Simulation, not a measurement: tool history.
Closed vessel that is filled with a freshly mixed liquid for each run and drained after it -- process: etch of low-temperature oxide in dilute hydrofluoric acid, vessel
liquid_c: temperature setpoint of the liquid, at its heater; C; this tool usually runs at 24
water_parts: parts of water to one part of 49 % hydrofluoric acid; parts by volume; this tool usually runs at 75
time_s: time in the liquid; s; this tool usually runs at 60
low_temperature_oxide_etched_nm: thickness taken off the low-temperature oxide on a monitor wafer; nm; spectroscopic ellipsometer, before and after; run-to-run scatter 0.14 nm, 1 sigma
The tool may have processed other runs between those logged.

run,hour,liquid_c,water_parts,time_s,wafers since the last listed run,hours since the thermometer was replaced,hours since the hydrofluoric acid flow meter was replaced,hours since the gauge calibration,"read-back film thickness of the low-temperature oxide reference wafer, read on the same gauge (nm)",low_temperature_oxide_etched_nm
1,0,24,75,70,0,2221.4,1462.4,198.7,70.01,36.01
# hour 16.3: gauge calibrated
2,17.3,24,75,45,2302,2238.7,1479.7,1,69.99,23.1
3,31.3,24,75,45,1863,2252.7,1493.7,15,69.99,23.02
4,42.8,24,75,45,1530,2264.2,1505.2,26.5,69.98,23.04
5,56.3,24,75,60,1796,2277.7,1518.7,40,70.01,30.52
6,65.7,24,75,60,1251,2287.1,1528.1,49.4,70,30.69
7,77.1,24,75,60,1517,2298.5,1539.5,60.8,69.99,30.67
8,83.9,26.5,75,60,905,2305.3,1546.3,67.6,70,34.3
# hour 90.4: hydrofluoric acid flow meter replaced
9,90.9,24,75,60,798,2312.3,0.5,74.6,69.99,26.98
10,108.2,23,75,60,2302,2329.6,17.8,91.9,70,26.14
11,117,23,75,60,1171,2338.4,26.6,100.7,70.01,26.11
# hour 121.3: thermometer replaced
12,125.2,24,75,60,958,3.9,34.8,108.9,70.02,27.21
13,139.9,24,75,60,1956,18.6,49.5,123.6,69.99,27.31
14,152.7,24,75,60,1703,31.4,62.3,136.4,69.98,27.03
15,160.7,24,75,60,1064,39.4,70.3,144.4,70.01,27.08
16,178.1,27,55,80,2315,56.8,87.7,161.8,69.99,57.27
17,193.3,24,75,60,2022,72,102.9,177,70,27.27
18,200.7,25.5,35,80,984,79.4,110.3,184.4,70,86.73
19,218.2,19,75,60,2329,96.9,127.8,201.9,70.01,22.08
20,226.9,24,55,60,1157,105.6,136.5,210.6,70.01,38.55
# hour 233.1: gauge calibrated
21,233.3,22,65,95,851,112,142.9,0.2,70.03,46.32
22,240,27,110,80,891,118.7,149.6,6.9,70.03,26.7
23,250.1,24,75,60,1344,128.8,159.7,17,70,27.48

For run 24, what comes out?
24,263.6,19,110,75,1796,142.3,173.2,30.5,?,?

read-back film thickness of the low-temperature oxide reference wafer, read on the same gauge (nm): 70
low_temperature_oxide_etched_nm: 18.45 nm
Had the tool carried no hidden state, the very same run would have given low_temperature_oxide_etched_nm 17.83 nm.
